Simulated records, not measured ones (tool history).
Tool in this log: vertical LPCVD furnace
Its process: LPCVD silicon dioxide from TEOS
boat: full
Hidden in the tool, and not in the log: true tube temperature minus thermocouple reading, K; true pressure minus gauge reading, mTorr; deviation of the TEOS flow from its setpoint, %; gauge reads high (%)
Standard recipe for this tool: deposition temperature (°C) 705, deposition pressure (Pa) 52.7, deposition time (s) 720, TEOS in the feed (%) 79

run	hour	deposition temperature (°C)	deposition pressure (Pa)	deposition time (s)	TEOS in the feed (%)	wafers since the last listed run	hours since the last temperature calibration	hours since the pressure gauge was zeroed	hours since the TEOS flow controller was replaced	hours since the gauge calibration	read-back reference wafer on the same gauge, thickness	film thickness on the monitor wafer in the middle of the boat (nm)
1	0	705	52.7	720	79	0	979.4	1652	1999.7	1191.6	160.06	141.63
2	63.4	705	43.3	720	85	1229	1042.8	1715.4	2063.1	1255	160.03	133.84
3	134.8	705	52.7	720	79	1384	1114.2	1786.8	2134.5	1326.4	159.94	141.98
# hour 198.3: TEOS flow controller replaced
4	209.7	705	52.7	720	79	987	1189.1	1861.7	11.4	1401.3	159.88	142.53
5	329.9	705	52.7	720	79	2331	1309.3	1981.9	131.6	1521.5	159.88	141.98
6	380.3	705	52.7	720	79	977	1359.7	2032.3	182	1571.9	160.08	142.84
7	478.7	705	52.7	720	79	1908	1458.1	2130.7	280.4	1670.3	160.08	142.09
8	570.5	705	52.7	720	79	1780	1549.9	2222.5	372.2	1762.1	159.96	142.59
# hour 601.2: gauge calibrated
9	653	705	52.7	720	79	1600	1632.4	2305	454.7	51.8	160.07	142.64
10	718.3	705	52.7	720	79	1266	1697.7	2370.3	520	117.1	159.95	143.16
11	821.1	705	52.7	720	79	1994	1800.5	2473.1	622.8	219.9	159.87	143.56
12	867.4	705	52.7	720	79	898	1846.8	2519.4	669.1	266.2	160.11	143.02
13	956	702	58.7	510	92	1718	1935.4	2608	757.7	354.8	160.06	108.33
# hour 1026.4: pressure gauge zeroed
14	1045.6	700	48	990	79	1272	2025	19.2	847.3	444.4	159.94	168.1
15	1097.4	705	52.7	720	79	1004	2076.8	71	899.1	496.2	160.02	143.7
16	1143.7	705	52.7	720	65	898	2123.1	117.3	945.4	542.5	160.11	129.63
17	1236.6	714	52.7	960	75	1802	2216	210.2	1038.3	635.4	160.01	229.01
18	1309.5	695	52.7	720	79	1414	2288.9	283.1	1111.2	708.3	160.23	113.99
19	1364.5	705	56	480	79	1066	2343.9	338.1	1166.2	763.3	160.11	98.55
20	1468.8	700	52.7	720	79	2023	2448.2	442.4	1270.5	867.6	160.23	128.57
21	1523.9	715	52.7	720	79	1068	2503.3	497.5	1325.6	922.7	159.97	180.5
# hour 1601: thermocouples replaced and temperature profile calibrated
22	1613.2	705	62	900	79	1266	12.2	586.8	1414.9	1012	159.92	189.43
23	1679.2	697	58	810	74	1280	78.2	652.8	1480.9	1078	160.14	133.53
24	1769.9	709	42	960	87	1759	168.9	743.5	1571.6	1168.7	160.09	191.42
25	1843.3	698	52.7	720	63	1423	242.3	816.9	1645	1242.1	159.93	106.6
26	2015.2	705	52.7	720	79	3334	414.2	988.8	1816.9	1414	160	140.89
27	2079.7	705	52.7	570	79	1251	478.7	1053.3	1881.4	1478.5	159.95	111.61
28	2168.4	705	52.7	720	89	1720	567.4	1142	1970.1	1567.2	159.99	149.05
# hour 2204.4: TEOS flow controller replaced
29	2210.8	705	52.7	720	79	356	609.8	1184.4	6.4	1609.6	160	141.23
30	2365.2	697	52.7	720	79	2994	764.2	1338.8	160.8	1764	160.01	117.05
31	2415.3	705	52.7	960	79	971	814.3	1388.9	210.9	1814.1	159.93	189.14

Alternative continuations, all from the tool just after run 31; predict every row:
A	2419.4	705	52.7	720	79	79	818.4	1393	215	1818.2	?	?
B	2419.4	714	40	930	79	79	818.4	1393	215	1818.2	?	?
C	2419.4	705	52.7	870	94	79	818.4	1393	215	1818.2	?	?
D	2419.4	700	52.7	720	93	79	818.4	1393	215	1818.2	?	?

run	read-back reference wafer on the same gauge, thickness	film thickness on the monitor wafer in the middle of the boat (nm)
A	159.99	140.92
B	159.99	194.74
C	159.99	185.74
D	159.99	136.2
What these runs would have given with no unlogged condition in the tool:
run	film thickness on the monitor wafer in the middle of the boat (nm)
A	139.72
B	193.11
C	184.16
D	135.03

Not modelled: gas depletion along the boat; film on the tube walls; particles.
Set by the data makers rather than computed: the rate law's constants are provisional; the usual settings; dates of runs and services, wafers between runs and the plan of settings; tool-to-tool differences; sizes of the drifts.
